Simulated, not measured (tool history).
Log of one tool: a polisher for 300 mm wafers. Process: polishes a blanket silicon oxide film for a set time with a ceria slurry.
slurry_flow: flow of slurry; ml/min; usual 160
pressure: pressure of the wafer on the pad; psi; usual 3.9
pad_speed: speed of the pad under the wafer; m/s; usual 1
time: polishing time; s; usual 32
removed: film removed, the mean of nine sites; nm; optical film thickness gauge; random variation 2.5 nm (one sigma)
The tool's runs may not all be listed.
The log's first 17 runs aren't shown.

| run | hour | slurry_flow | pressure | pad_speed | time | wafers since the last listed run | wafers polished on this pad | hours since the slurry nozzle was cleaned | hours since the head pressure was calibrated | incoming thickness of the incoming film, nm | removed |
|---|---|---|---|---|---|---|---|---|---|---|---|
| 18 | 211.9 | 135 | 3.9 | 1 | 32 | 114 | 1537 | 12.9 | 256.4 | 1851.5 | 201.1 |
|  | 220 | worn pad replaced by a new one |
| 19 | 221.4 | 160 | 3.9 | 1 | 32 | 67 | 17 | 22.4 | 265.9 | 1807.8 | 204.3 |
| 20 | 234.5 | 160 | 3.9 | 1 | 24 | 161 | 178 | 35.5 | 279 | 1829.3 | 155.9 |
| 21 | 248.5 | 160 | 3.9 | 1.12 | 38 | 172 | 350 | 49.5 | 293 | 1844.8 | 273.3 |
| 22 | 260 | 160 | 3.9 | 1 | 32 | 141 | 492 | 61 | 304.5 | 1825.4 | 205.7 |
| 23 | 306.2 | 160 | 4.4 | 1 | 32 | 568 | 1061 | 107.2 | 350.7 | 1840.8 | 232.2 |
| 24 | 312.8 | 160 | 3.9 | 1 | 32 | 81 | 1142 | 113.8 | 357.3 | 1849.5 | 203.9 |
| 25 | 321.8 | 160 | 3.9 | 1 | 32 | 110 | 1253 | 122.8 | 366.3 | 1827.7 | 208.2 |

Forecast run 26:
|  | 326.5 | worn pad replaced by a new one |
|  | 328.2 | head pressure recalibrated |
| 26 | 336.5 | 160 | 3.9 | 1 | 32 | 110 | 101 | 137.5 | 8.3 | 1819.9 | ? |

removed: 209.4 nm
Without the tool's hidden state the same run would have given removed 210.1 nm.

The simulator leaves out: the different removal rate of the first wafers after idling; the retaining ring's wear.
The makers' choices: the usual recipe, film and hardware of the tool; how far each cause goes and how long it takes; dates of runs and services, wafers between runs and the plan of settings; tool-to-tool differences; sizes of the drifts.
